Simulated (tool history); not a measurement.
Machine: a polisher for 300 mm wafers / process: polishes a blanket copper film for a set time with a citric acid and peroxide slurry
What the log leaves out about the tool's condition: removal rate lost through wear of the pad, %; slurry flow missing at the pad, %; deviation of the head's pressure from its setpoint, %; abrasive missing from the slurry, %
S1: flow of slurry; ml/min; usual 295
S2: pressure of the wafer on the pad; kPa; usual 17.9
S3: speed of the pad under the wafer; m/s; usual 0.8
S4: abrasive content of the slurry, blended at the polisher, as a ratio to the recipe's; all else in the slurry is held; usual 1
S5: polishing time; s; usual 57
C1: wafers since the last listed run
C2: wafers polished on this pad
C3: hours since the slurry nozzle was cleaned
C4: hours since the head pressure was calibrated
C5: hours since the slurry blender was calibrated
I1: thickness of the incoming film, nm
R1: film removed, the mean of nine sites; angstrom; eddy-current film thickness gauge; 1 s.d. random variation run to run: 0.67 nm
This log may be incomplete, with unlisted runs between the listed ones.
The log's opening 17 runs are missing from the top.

| run | hour | S1 | S2 | S3 | S4 | S5 | C1 | C2 | C3 | C4 | C5 | I1 | R1 |
|---|---|---|---|---|---|---|---|---|---|---|---|---|---|
| 18 | 1352 | 295 | 17.9 | 0.8 | 1 | 57 | 546 | 819 | 670.7 | 567.9 | 461.9 | 769.5 | 729 |
| 19 | 1403 | 295 | 23.4 | 0.8 | 1 | 57 | 609 | 1429 | 721.7 | 618.9 | 512.9 | 755.9 | 916 |
|  | 1487 | slurry nozzle cleaned |
|  | 1491.8 | slurry blender recalibrated |
| 20 | 1496.5 | 295 | 17.9 | 0.68 | 1 | 57 | 1081 | 2511 | 9.5 | 712.4 | 4.7 | 771 | 602 |
| 21 | 1564.5 | 295 | 17.9 | 0.8 | 1 | 57 | 812 | 3324 | 77.5 | 780.4 | 72.7 | 755.5 | 704 |
| 22 | 1636.9 | 295 | 17.9 | 0.8 | 1 | 57 | 865 | 4189 | 149.9 | 852.8 | 145.1 | 771.3 | 698 |
|  | 1669.9 | head pressure recalibrated |
| 23 | 1737.7 | 295 | 17.9 | 0.8 | 0.75 | 50 | 1181 | 5370 | 250.7 | 67.8 | 245.9 | 769.1 | 615 |
| 24 | 1828.1 | 295 | 17.9 | 0.8 | 1 | 57 | 1080 | 6451 | 341.1 | 158.2 | 336.3 | 775.1 | 746 |
|  | 1867 | worn pad replaced by a new one |
| 25 | 1899.4 | 295 | 13.8 | 0.8 | 0.8 | 57 | 804 | 387 | 412.4 | 229.5 | 407.6 | 763.5 | 566 |
| 26 | 1997.8 | 380 | 17.9 | 1.02 | 1 | 57 | 1176 | 1563 | 510.8 | 327.9 | 506 | 768.6 | 967 |
|  | 2053.9 | slurry blender recalibrated |
| 27 | 2089.3 | 295 | 17.9 | 0.8 | 1 | 57 | 1069 | 2633 | 602.3 | 419.4 | 35.4 | 772.3 | 730 |
| 28 | 2154.6 | 295 | 13.1 | 0.66 | 1 | 50 | 780 | 3414 | 667.6 | 484.7 | 100.7 | 772.7 | 407 |
| 29 | 2262.4 | 335 | 17.9 | 0.8 | 0.9 | 57 | 1288 | 4702 | 775.4 | 592.5 | 208.5 | 765.5 | 725 |
|  | 2329.2 | slurry nozzle cleaned |
| 30 | 2332.8 | 200 | 22.8 | 0.8 | 1 | 57 | 829 | 5532 | 3.6 | 662.9 | 278.9 | 769 | 846 |
| 31 | 2404.6 | 295 | 17.9 | 0.52 | 1 | 57 | 858 | 6390 | 75.4 | 734.7 | 350.7 | 762.1 | 474 |

Forecast each of these 3 alternatives for the next run:
| A | 2405 | 295 | 17.9 | 0.8 | 1 | 65 | 4 | 6395 | 75.8 | 735.1 | 351.1 | 760.2 | ? |
| B | 2405 | 295 | 17.9 | 0.8 | 0.9 | 57 | 4 | 6395 | 75.8 | 735.1 | 351.1 | 760.2 | ? |
| C | 2405 | 220 | 17.9 | 0.8 | 1.2 | 57 | 4 | 6395 | 75.8 | 735.1 | 351.1 | 760.2 | ? |

| run | R1 |
|---|---|
| A | 827 |
| B | 709 |
| C | 731 |
Take away the tool's hidden state, keep each run's random variation, and the runs would have read:
| run | R1 |
|---|---|
| A | 861 |
| B | 738 |
| C | 761 |
